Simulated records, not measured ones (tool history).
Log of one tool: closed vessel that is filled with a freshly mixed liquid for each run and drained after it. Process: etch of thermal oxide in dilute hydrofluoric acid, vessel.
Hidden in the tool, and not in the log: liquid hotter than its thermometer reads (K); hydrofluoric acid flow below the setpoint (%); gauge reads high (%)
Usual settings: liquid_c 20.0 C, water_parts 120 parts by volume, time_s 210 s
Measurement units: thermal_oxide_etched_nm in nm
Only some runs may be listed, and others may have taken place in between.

run,hour,liquid_c,water_parts,time_s,wafers since the last listed run,hours since the thermometer was replaced,hours since the hydrofluoric acid flow meter was replaced,hours since the gauge calibration,"read-back film thickness of the thermal oxide reference wafer, read on the same gauge (nm)",thermal_oxide_etched_nm
1,0.0,20.0,105,210,0,2116.5,353.5,615.2,30.01,9.84
2,16.3,20.0,155,280,1983,2132.8,369.8,631.5,29.99,8.44
3,22.9,20.0,120,210,802,2139.4,376.4,638.1,29.99,8.49
4,38.3,20.0,120,210,1873,2154.8,391.8,653.5,30.03,8.46
5,56.0,20.0,120,210,2153,2172.5,409.5,671.2,29.97,8.44
6,66.2,20.0,120,210,1240,2182.7,419.7,681.4,30.01,8.61
7,77.6,20.0,120,210,1386,2194.1,431.1,692.8,29.98,8.46
# hour 97.5: hydrofluoric acid flow meter replaced
8,100.8,20.0,120,210,2700,2217.3,3.3,716.0,30.00,8.47
9,111.0,20.0,140,210,1240,2227.5,13.5,726.2,30.02,7.16
# hour 118.7: gauge calibrated
10,119.9,20.0,140,210,1082,2236.4,22.4,1.2,29.99,7.13
11,131.6,20.0,170,210,1423,2248.1,34.1,12.9,29.99,5.71
12,137.9,20.0,120,100,766,2254.4,40.4,19.2,29.99,4.05
13,152.2,20.0,100,280,1739,2268.7,54.7,33.5,30.02,13.84
14,166.4,17.0,120,270,1727,2282.9,68.9,47.7,30.01,9.69
15,175.0,20.0,120,210,1046,2291.5,77.5,56.3,29.98,8.44
16,191.6,20.0,160,210,2019,2308.1,94.1,72.9,30.01,6.11
17,216.1,20.0,150,210,2980,2332.6,118.6,97.4,30.02,6.50
# hour 228.6: thermometer replaced
18,232.2,23.0,155,260,1837,3.6,134.7,113.5,29.98,9.36
19,241.1,24.0,150,130,1082,12.5,143.6,122.4,30.00,5.04
20,257.0,20.0,120,210,1934,28.4,159.5,138.3,30.03,9.05
21,274.7,22.5,120,210,2153,46.1,177.2,156.0,29.96,9.88
22,291.2,20.0,120,210,2007,62.6,193.7,172.5,30.01,9.02
23,300.7,24.0,85,210,1155,72.1,203.2,182.0,30.01,15.81
24,309.1,23.0,120,210,1021,80.5,211.6,190.4,30.01,10.19
25,322.7,20.0,120,245,1654,94.1,225.2,204.0,30.02,10.61

Run 26 comes next. What will it give?
26,350.3,20.0,175,210,3357,121.7,252.8,231.6,?,?

{"run 26": {"read-back film thickness of the thermal oxide reference wafer, read on the same gauge (nm)": 29.98, "thermal_oxide_etched_nm": 5.76}}
If the tool had no hidden condition, the same run with the same run-to-run variation would have returned thermal_oxide_etched_nm 5.08 nm.
